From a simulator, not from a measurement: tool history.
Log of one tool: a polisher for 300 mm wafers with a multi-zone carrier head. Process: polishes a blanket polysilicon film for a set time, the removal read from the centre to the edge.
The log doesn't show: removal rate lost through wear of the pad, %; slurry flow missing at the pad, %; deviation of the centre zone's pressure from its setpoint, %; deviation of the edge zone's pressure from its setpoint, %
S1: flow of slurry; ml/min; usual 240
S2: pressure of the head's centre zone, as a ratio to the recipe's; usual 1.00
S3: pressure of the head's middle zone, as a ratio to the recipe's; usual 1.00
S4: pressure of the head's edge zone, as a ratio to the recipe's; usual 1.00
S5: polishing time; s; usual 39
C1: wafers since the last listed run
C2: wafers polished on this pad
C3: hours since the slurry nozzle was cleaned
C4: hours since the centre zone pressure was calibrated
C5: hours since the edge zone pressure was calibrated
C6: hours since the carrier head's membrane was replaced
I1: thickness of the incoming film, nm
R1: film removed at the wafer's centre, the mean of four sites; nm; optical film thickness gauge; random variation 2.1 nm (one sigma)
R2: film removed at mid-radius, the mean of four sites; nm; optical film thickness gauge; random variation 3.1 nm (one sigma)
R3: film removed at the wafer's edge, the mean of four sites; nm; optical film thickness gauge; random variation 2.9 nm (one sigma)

{"run": 1, "hour": 0.0, "S1": 220, "S2": 1.0, "S3": 1.0, "S4": 1.0, "S5": 39, "C1": 0, "C2": 973, "C3": 756.7, "C4": 558.6, "C5": 364.5, "C6": 43.1, "I1": 2320.8, "R1": 231.1, "R2": 237.6, "R3": 239.0}
{"run": 2, "hour": 73.9, "S1": 240, "S2": 1.0, "S3": 1.0, "S4": 1.0, "S5": 39, "C1": 643, "C2": 1616, "C3": 830.6, "C4": 632.5, "C5": 438.4, "C6": 117.0, "I1": 2295.9, "R1": 234.2, "R2": 237.4, "R3": 241.6}
{"hour": 75.8, "done": "slurry nozzle cleaned"}
{"hour": 142.1, "done": "worn pad replaced by a new one"}
{"run": 3, "hour": 142.6, "S1": 240, "S2": 1.0, "S3": 1.0, "S4": 1.0, "S5": 39, "C1": 554, "C2": 3, "C3": 66.8, "C4": 701.2, "C5": 507.1, "C6": 185.7, "I1": 2324.9, "R1": 261.2, "R2": 261.2, "R3": 259.4}
{"run": 4, "hour": 193.3, "S1": 240, "S2": 1.0, "S3": 1.0, "S4": 1.0, "S5": 39, "C1": 441, "C2": 445, "C3": 117.5, "C4": 751.9, "C5": 557.8, "C6": 236.4, "I1": 2316.1, "R1": 254.8, "R2": 262.2, "R3": 251.3}
{"run": 5, "hour": 251.1, "S1": 240, "S2": 1.0, "S3": 1.0, "S4": 1.0, "S5": 39, "C1": 503, "C2": 948, "C3": 175.3, "C4": 809.7, "C5": 615.6, "C6": 294.2, "I1": 2348.9, "R1": 250.5, "R2": 252.0, "R3": 248.5}
{"hour": 272.8, "done": "edge zone pressure recalibrated"}
{"run": 6, "hour": 355.3, "S1": 240, "S2": 1.0, "S3": 1.0, "S4": 1.0, "S5": 39, "C1": 889, "C2": 1838, "C3": 279.5, "C4": 913.9, "C5": 82.5, "C6": 398.4, "I1": 2310.0, "R1": 245.9, "R2": 250.3, "R3": 247.3}
{"hour": 405.3, "done": "worn pad replaced by a new one"}
{"run": 7, "hour": 431.4, "S1": 240, "S2": 1.0, "S3": 1.0, "S4": 1.0, "S5": 39, "C1": 627, "C2": 227, "C3": 355.6, "C4": 990.0, "C5": 158.6, "C6": 474.5, "I1": 2317.0, "R1": 245.1, "R2": 252.1, "R3": 247.6}
{"hour": 465.9, "done": "centre zone pressure recalibrated"}
{"run": 8, "hour": 512.9, "S1": 240, "S2": 1.0, "S3": 1.0, "S4": 1.0, "S5": 39, "C1": 692, "C2": 919, "C3": 437.1, "C4": 47.0, "C5": 240.1, "C6": 556.0, "I1": 2334.8, "R1": 240.6, "R2": 246.9, "R3": 250.2}
{"run": 9, "hour": 591.5, "S1": 240, "S2": 1.0, "S3": 1.0, "S4": 1.0, "S5": 39, "C1": 684, "C2": 1604, "C3": 515.7, "C4": 125.6, "C5": 318.7, "C6": 634.6, "I1": 2335.6, "R1": 237.9, "R2": 246.4, "R3": 247.1}
{"run": 10, "hour": 669.8, "S1": 265, "S2": 1.0, "S3": 1.09, "S4": 1.0, "S5": 47, "C1": 681, "C2": 2286, "C3": 594.0, "C4": 203.9, "C5": 397.0, "C6": 712.9, "I1": 2315.4, "R1": 291.3, "R2": 320.8, "R3": 295.4}
{"hour": 702.3, "done": "worn pad replaced by a new one"}
{"run": 11, "hour": 762.4, "S1": 240, "S2": 0.92, "S3": 0.91, "S4": 1.0, "S5": 48, "C1": 771, "C2": 523, "C3": 686.6, "C4": 296.5, "C5": 489.6, "C6": 805.5, "I1": 2379.3, "R1": 270.0, "R2": 283.8, "R3": 302.7}
{"run": 12, "hour": 855.9, "S1": 240, "S2": 1.03, "S3": 0.96, "S4": 1.0, "S5": 39, "C1": 814, "C2": 1337, "C3": 780.1, "C4": 390.0, "C5": 583.1, "C6": 899.0, "I1": 2358.5, "R1": 238.2, "R2": 233.5, "R3": 237.1}
{"hour": 919.9, "done": "slurry nozzle cleaned"}
{"run": 13, "hour": 939.1, "S1": 180, "S2": 1.0, "S3": 1.08, "S4": 1.0, "S5": 39, "C1": 715, "C2": 2053, "C3": 19.2, "C4": 473.2, "C5": 666.3, "C6": 982.2, "I1": 2297.0, "R1": 240.4, "R2": 260.7, "R3": 242.8}
{"hour": 989.0, "done": "edge zone pressure recalibrated"}
{"hour": 990.0, "done": "worn pad replaced by a new one"}
{"run": 14, "hour": 990.5, "S1": 240, "S2": 1.0, "S3": 1.0, "S4": 1.0, "S5": 39, "C1": 421, "C2": 4, "C3": 70.6, "C4": 524.6, "C5": 1.5, "C6": 1033.6, "I1": 2333.2, "R1": 262.9, "R2": 265.4, "R3": 252.3}
{"hour": 1061.7, "done": "carrier head's membrane replaced by a new one"}
{"run": 15, "hour": 1073.2, "S1": 240, "S2": 1.0, "S3": 1.0, "S4": 1.0, "S5": 52, "C1": 676, "C2": 681, "C3": 153.3, "C4": 607.3, "C5": 84.2, "C6": 11.5, "I1": 2322.2, "R1": 335.3, "R2": 343.9, "R3": 336.8}
{"run": 16, "hour": 1127.7, "S1": 240, "S2": 0.95, "S3": 1.0, "S4": 1.0, "S5": 39, "C1": 474, "C2": 1156, "C3": 207.8, "C4": 661.8, "C5": 138.7, "C6": 66.0, "I1": 2364.3, "R1": 238.1, "R2": 253.4, "R3": 245.9}
{"run": 17, "hour": 1171.3, "S1": 240, "S2": 1.0, "S3": 0.88, "S4": 0.9, "S5": 39, "C1": 379, "C2": 1535, "C3": 251.4, "C4": 705.4, "C5": 182.3, "C6": 109.6, "I1": 2343.5, "R1": 243.9, "R2": 229.2, "R3": 237.7}
{"hour": 1225.1, "done": "worn pad replaced by a new one"}
{"run": 18, "hour": 1260.0, "S1": 290, "S2": 1.0, "S3": 1.0, "S4": 1.0, "S5": 50, "C1": 737, "C2": 303, "C3": 340.1, "C4": 794.1, "C5": 271.0, "C6": 198.3, "I1": 2364.8, "R1": 330.4, "R2": 332.0, "R3": 326.1}
{"run": 19, "hour": 1328.5, "S1": 240, "S2": 1.0, "S3": 1.0, "S4": 1.0, "S5": 39, "C1": 596, "C2": 900, "C3": 408.6, "C4": 862.6, "C5": 339.5, "C6": 266.8, "I1": 2326.6, "R1": 242.3, "R2": 245.5, "R3": 241.6}

What the log doesn't show, run by run:
deviation of the centre zone's pressure from its setpoint, %: 0 in every run
deviation of the edge zone's pressure from its setpoint, %: 0 in every run
H1: removal rate lost through wear of the pad, %
H2: slurry flow missing at the pad, %
run=1 H1=2.65 H2=37.3
run=2 H1=3.19 H2=37.8
run=3 H1=0.0901 H2=8.38
run=4 H1=1.63 H2=13.4
run=5 H1=2.59 H2=18.1
run=6 H1=3.3 H2=24.3
run=7 H1=1.08 H2=27.6
run=8 H1=2.67 H2=30.2
run=9 H1=3.29 H2=32.1
run=10 H1=3.54 H2=33.5
run=11 H1=1.96 H2=34.7
run=12 H1=3.14 H2=35.6
run=13 H1=3.52 H2=2.89
run=14 H1=0.4 H2=8.95
run=15 H1=2.54 H2=16.6
run=16 H1=3.18 H2=20.5
run=17 H1=3.47 H2=23
run=18 H1=1.25 H2=27.2
run=19 H1=2.54 H2=29.6
